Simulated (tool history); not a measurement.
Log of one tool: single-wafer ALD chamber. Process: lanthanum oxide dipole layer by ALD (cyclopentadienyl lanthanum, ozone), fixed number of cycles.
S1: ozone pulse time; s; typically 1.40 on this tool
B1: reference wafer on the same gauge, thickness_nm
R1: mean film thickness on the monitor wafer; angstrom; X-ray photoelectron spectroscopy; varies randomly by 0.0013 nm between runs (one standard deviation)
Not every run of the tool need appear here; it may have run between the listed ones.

Run 1, hour 0.0: usual settings; B1 0.56. Result: R1 4.89 angstrom.
Run 2, hour 15.4: usual settings; B1 0.56. Result: R1 4.90 angstrom.
Run 3, hour 28.2: usual settings; B1 0.56. Result: R1 4.88 angstrom.
Run 4, hour 40.7: usual settings; B1 0.56. Result: R1 4.88 angstrom.
Run 5, hour 56.2: usual settings; B1 0.56. Result: R1 4.89 angstrom.
Run 6, hour 68.3: usual settings; B1 0.56. Result: R1 4.88 angstrom.
Run 7, hour 83.7: usual settings but S1 1.77 s; B1 0.56. Result: R1 5.09 angstrom.
Run 8, hour 92.5: usual settings but S1 1.69 s; B1 0.56. Result: R1 5.08 angstrom.
Run 9, hour 101.3: usual settings but S1 1.69 s; B1 0.56. Result: R1 5.04 angstrom.
At hour 110.3: showerhead replaced.
Run 10, hour 110.8: usual settings but S1 1.69 s; B1 0.56. Result: R1 5.04 angstrom.
Run 11, hour 122.5: usual settings but S1 1.72 s; B1 0.56. Result: R1 5.02 angstrom.
Run 12, hour 130.4: usual settings; B1 0.56. Result: R1 4.88 angstrom.
At hour 131.4: gauge calibrated.
At hour 153.5: thermocouple changed; heater temperature recalibrated.
Run 13, hour 154.0: usual settings but S1 0.97 s; B1 0.56. Result: R1 4.52 angstrom.
Run 14, hour 158.7: usual settings but S1 0.97 s; B1 0.56. Result: R1 4.51 angstrom.
Run 15, hour 174.7: usual settings; B1 0.56. Result: R1 4.87 angstrom.
Run 16, hour 182.0: usual settings but S1 1.19 s; B1 0.56. Result: R1 4.72 angstrom.
Run 17, hour 197.7: usual settings but S1 1.05 s; B1 0.56. Result: R1 4.60 angstrom.
Run 18, hour 207.0: usual settings; B1 0.56. Result: R1 4.85 angstrom.
Run 19, hour 214.1: usual settings but S1 0.93 s; B1 0.56. Result: R1 4.47 angstrom.
Run 20, hour 229.9: usual settings but S1 0.99 s; B1 0.56. Result: R1 4.55 angstrom.
Run 21, hour 245.9: usual settings but S1 1.90 s; B1 0.56. Result: R1 5.14 angstrom.
At hour 265.0: ozone generator serviced.
Run 22, hour 265.5: usual settings; B1 0.56. Result: R1 5.19 angstrom.
Run 23, hour 267.3: usual settings but S1 1.85 s; B1 0.56. Result: R1 5.32 angstrom.
Run 24, hour 282.7: usual settings but S1 1.23 s; B1 0.56. Result: R1 5.08 angstrom.
Run 25, hour 294.1: usual settings but S1 1.69 s; B1 0.56. Result: R1 5.25 angstrom.
Run 26, hour 305.5: usual settings but S1 1.18 s; B1 0.56. Result: R1 5.02 angstrom.
Run 27, hour 320.2: usual settings; B1 0.56. Result: R1 5.14 angstrom.
Run 28, hour 335.4: usual settings; B1 0.56. Result: R1 5.13 angstrom.
At hour 338.5: gauge calibrated.
Run 29, hour 353.0: usual settings but S1 1.03 s; B1 0.56. Result: R1 4.88 angstrom.
Run 30, hour 360.0: usual settings but S1 1.96 s; B1 0.56. Result: R1 5.31 angstrom.

Measured minus without-hidden-state, run by run (identical run-to-run variation in each term; gauge scatter may differ):
Hidden conditions of the tool in this case: wafer temperature above the value expected at the setpoint (K); ozone dose above that of a generator just serviced (%); gauge reads high (%).
run     R1
  1  -0.30
  2  -0.31
  3  -0.30
  4  -0.30
  5  -0.31
  6  -0.31
  7  -0.24
  8  -0.25
  9  -0.25
 10  -0.25
 11  -0.25
 12  -0.32
 13  -0.41
 14  -0.41
 15  -0.32
 16  -0.36
 17  -0.40
 18  -0.32
 19  -0.42
 20  -0.41
 21  -0.22
 22  +0.00
 23  -0.01
 24  -0.02
 25  -0.02
 26  -0.05
 27  -0.05
 28  -0.06
 29  -0.09
 30  -0.05

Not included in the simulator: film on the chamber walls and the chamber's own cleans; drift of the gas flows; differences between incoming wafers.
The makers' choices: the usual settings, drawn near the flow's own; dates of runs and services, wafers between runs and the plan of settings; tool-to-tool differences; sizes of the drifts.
